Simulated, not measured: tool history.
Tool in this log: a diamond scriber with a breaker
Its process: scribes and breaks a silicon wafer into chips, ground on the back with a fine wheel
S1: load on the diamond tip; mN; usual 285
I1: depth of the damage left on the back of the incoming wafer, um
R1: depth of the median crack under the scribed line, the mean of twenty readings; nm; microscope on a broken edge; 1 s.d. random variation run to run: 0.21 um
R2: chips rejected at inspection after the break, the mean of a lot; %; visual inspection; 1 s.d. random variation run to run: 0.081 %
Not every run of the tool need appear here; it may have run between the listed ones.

{"run": 1, "hour": 0.0, "S1": 305, "I1": 2.58, "R1": 9940, "R2": 3.2}
{"run": 2, "hour": 18.4, "S1": 305, "I1": 2, "R1": 10050, "R2": 2.13}
{"run": 3, "hour": 51.6, "S1": 305, "I1": 1.98, "R1": 9980, "R2": 2.6}
{"run": 4, "hour": 63.7, "S1": 351, "I1": 2.2, "R1": 10760, "R2": 1.92}
{"run": 5, "hour": 89.6, "S1": 221, "I1": 2.9, "R1": 8010, "R2": 17.14}
{"run": 6, "hour": 112.3, "S1": 221, "I1": 1.79, "R1": 7890, "R2": 12.3}
{"run": 7, "hour": 136.5, "S1": 285, "I1": 2.84, "R1": 9360, "R2": 6.78}
{"run": 8, "hour": 155.2, "S1": 267, "I1": 1.92, "R1": 8700, "R2": 6.53}
{"hour": 159.2, "done": "load on the tip recalibrated"}
{"run": 9, "hour": 189.7, "S1": 267, "I1": 1.52, "R1": 8610, "R2": 7.25}
{"hour": 205.6, "done": "diamond tip replaced by a new one"}
{"run": 10, "hour": 224.3, "S1": 285, "I1": 2.92, "R1": 10700, "R2": 2.84}
{"run": 11, "hour": 245.3, "S1": 330, "I1": 2.24, "R1": 12160, "R2": 2.14}
{"run": 12, "hour": 272.7, "S1": 340, "I1": 1.6, "R1": 12080, "R2": 1.85}
{"run": 13, "hour": 304.9, "S1": 252, "I1": 1.64, "R1": 9580, "R2": 2.99}
{"run": 14, "hour": 319.1, "S1": 285, "I1": 2.99, "R1": 10430, "R2": 3.31}
{"run": 15, "hour": 354.4, "S1": 214, "I1": 2.7, "R1": 8450, "R2": 10.77}
{"run": 16, "hour": 387.0, "S1": 285, "I1": 2.18, "R1": 10180, "R2": 2.26}
{"run": 17, "hour": 422.9, "S1": 346, "I1": 2.3, "R1": 11660, "R2": 1.93}
{"run": 18, "hour": 447.3, "S1": 210, "I1": 2.74, "R1": 8270, "R2": 13.83}
{"run": 19, "hour": 477.8, "S1": 219, "I1": 1.85, "R1": 8420, "R2": 10.12}

Here are 4 independent what-if runs from the current tool condition. What would each one return?
{"run": "A", "hour": 478.3, "S1": 285, "I1": 2.39, "R1": "?", "R2": "?"}
{"run": "B", "hour": 478.3, "S1": 208, "I1": 2.39, "R1": "?", "R2": "?"}
{"run": "C", "hour": 478.3, "S1": 349, "I1": 2.39, "R1": "?", "R2": "?"}
{"run": "D", "hour": 478.3, "S1": 342, "I1": 2.39, "R1": "?", "R2": "?"}

run=A R1=9880 R2=3.34
run=B R1=7950 R2=12.8
run=C R1=11350 R2=1.89
run=D R1=11190 R2=1.87
Had the tool no hidden state, the same runs would have come out as:
run=A R1=11000 R2=1.89
run=B R1=8850 R2=7.11
run=C R1=12630 R2=3.37
run=D R1=12460 R2=3.06
